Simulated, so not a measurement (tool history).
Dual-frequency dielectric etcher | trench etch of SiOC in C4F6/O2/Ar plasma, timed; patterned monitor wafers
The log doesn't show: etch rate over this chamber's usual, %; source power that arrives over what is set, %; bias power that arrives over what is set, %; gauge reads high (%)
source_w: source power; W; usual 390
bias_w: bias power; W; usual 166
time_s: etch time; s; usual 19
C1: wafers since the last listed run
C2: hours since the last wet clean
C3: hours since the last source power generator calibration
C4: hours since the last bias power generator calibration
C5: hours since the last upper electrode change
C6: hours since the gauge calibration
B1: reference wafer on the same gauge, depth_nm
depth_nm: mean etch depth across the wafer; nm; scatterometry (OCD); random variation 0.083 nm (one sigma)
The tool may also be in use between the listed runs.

run 1 hour=0 | source_w=390 bias_w=166 time_s=19 | C1=0 C2=512.2 C3=1621.9 C4=2695.1 C5=2043.7 C6=98.1 | B1=32.68 | depth_nm=37.64
run 2 hour=9.3 | source_w=390 bias_w=166 time_s=19 | C1=79 C2=521.5 C3=1631.2 C4=2704.4 C5=2053 C6=107.4 | B1=32.69 | depth_nm=37.5
run 3 hour=18 | source_w=390 bias_w=166 time_s=19 | C1=74 C2=530.2 C3=1639.9 C4=2713.1 C5=2061.7 C6=116.1 | B1=32.7 | depth_nm=37.32
run 4 hour=33.7 | source_w=390 bias_w=166 time_s=19 | C1=133 C2=545.9 C3=1655.6 C4=2728.8 C5=2077.4 C6=131.8 | B1=32.71 | depth_nm=37.56
run 5 hour=51.3 | source_w=390 bias_w=166 time_s=19 | C1=150 C2=563.5 C3=1673.2 C4=2746.4 C5=2095 C6=149.4 | B1=32.7 | depth_nm=37.37
run 6 hour=58.5 | source_w=390 bias_w=166 time_s=19 | C1=61 C2=570.7 C3=1680.4 C4=2753.6 C5=2102.2 C6=156.6 | B1=32.72 | depth_nm=37.37
run 7 hour=69.9 | source_w=390 bias_w=177 time_s=19 | C1=97 C2=582.1 C3=1691.8 C4=2765 C5=2113.6 C6=168 | B1=32.71 | depth_nm=38.23
run 8 hour=77.6 | source_w=390 bias_w=177 time_s=19 | C1=65 C2=589.8 C3=1699.5 C4=2772.7 C5=2121.3 C6=175.7 | B1=32.7 | depth_nm=38.21
-- hour=92.7 bias power generator calibrated
run 9 hour=118 | source_w=390 bias_w=166 time_s=17 | C1=310 C2=630.2 C3=1739.9 C4=25.3 C5=2161.7 C6=216.1 | B1=32.69 | depth_nm=33.29
-- hour=130.5 source power generator calibrated
run 10 hour=131 | source_w=390 bias_w=166 time_s=17 | C1=76 C2=643.2 C3=0.5 C4=38.3 C5=2174.7 C6=229.1 | B1=32.7 | depth_nm=33.29
run 11 hour=140 | source_w=390 bias_w=205 time_s=20.5 | C1=76 C2=652.2 C3=9.5 C4=47.3 C5=2183.7 C6=238.1 | B1=32.7 | depth_nm=43.4
run 12 hour=149.4 | source_w=390 bias_w=166 time_s=16 | C1=80 C2=661.6 C3=18.9 C4=56.7 C5=2193.1 C6=247.5 | B1=32.7 | depth_nm=31.3
run 13 hour=159.8 | source_w=390 bias_w=166 time_s=19 | C1=88 C2=672 C3=29.3 C4=67.1 C5=2203.5 C6=257.9 | B1=32.7 | depth_nm=37.11
-- hour=168.5 gauge calibrated
-- hour=188.6 upper electrode replaced
-- hour=190.3 wet clean of the chamber
run 14 hour=190.8 | source_w=390 bias_w=205 time_s=20.5 | C1=44 C2=0.5 C3=60.3 C4=98.1 C5=2.2 C6=22.3 | B1=32.68 | depth_nm=45.43
run 15 hour=193.9 | source_w=350 bias_w=177 time_s=21.5 | C1=26 C2=3.6 C3=63.4 C4=101.2 C5=5.3 C6=25.4 | B1=32.7 | depth_nm=42.66
run 16 hour=202.3 | source_w=390 bias_w=181 time_s=23 | C1=71 C2=12 C3=71.8 C4=109.6 C5=13.7 C6=33.8 | B1=32.7 | depth_nm=48.31
run 17 hour=217.3 | source_w=340 bias_w=151 time_s=14.5 | C1=127 C2=27 C3=86.8 C4=124.6 C5=28.7 C6=48.8 | B1=32.7 | depth_nm=26.65
run 18 hour=228.7 | source_w=390 bias_w=177 time_s=19 | C1=97 C2=38.4 C3=98.2 C4=136 C5=40.1 C6=60.2 | B1=32.7 | depth_nm=39.76
run 19 hour=236.2 | source_w=310 bias_w=166 time_s=19 | C1=63 C2=45.9 C3=105.7 C4=143.5 C5=47.6 C6=67.7 | B1=32.72 | depth_nm=34.38
run 20 hour=245 | source_w=310 bias_w=166 time_s=19 | C1=75 C2=54.7 C3=114.5 C4=152.3 C5=56.4 C6=76.5 | B1=32.7 | depth_nm=34.25
run 21 hour=254.7 | source_w=290 bias_w=140 time_s=21 | C1=82 C2=64.4 C3=124.2 C4=162 C5=66.1 C6=86.2 | B1=32.73 | depth_nm=34.33

4 ways to go on from here, each from the tool as it stands after run 21. What would each give?
run A hour=255.1 | source_w=390 bias_w=166 time_s=19 | C1=3 C2=64.8 C3=124.6 C4=162.4 C5=66.5 C6=86.6 | B1=? | depth_nm=?
run B hour=255.1 | source_w=420 bias_w=150 time_s=22 | C1=3 C2=64.8 C3=124.6 C4=162.4 C5=66.5 C6=86.6 | B1=? | depth_nm=?
run C hour=255.1 | source_w=390 bias_w=183 time_s=19 | C1=3 C2=64.8 C3=124.6 C4=162.4 C5=66.5 C6=86.6 | B1=? | depth_nm=?
run D hour=255.1 | source_w=390 bias_w=196 time_s=19 | C1=3 C2=64.8 C3=124.6 C4=162.4 C5=66.5 C6=86.6 | B1=? | depth_nm=?

run=A B1=32.71 depth_nm=38.77
run=B B1=32.71 depth_nm=44.93
run=C B1=32.71 depth_nm=40.18
run=D B1=32.71 depth_nm=41.21
Without the tool's hidden state the same runs would have given:
run=A depth_nm=38.77
run=B depth_nm=44.92
run=C depth_nm=40.18
run=D depth_nm=41.21
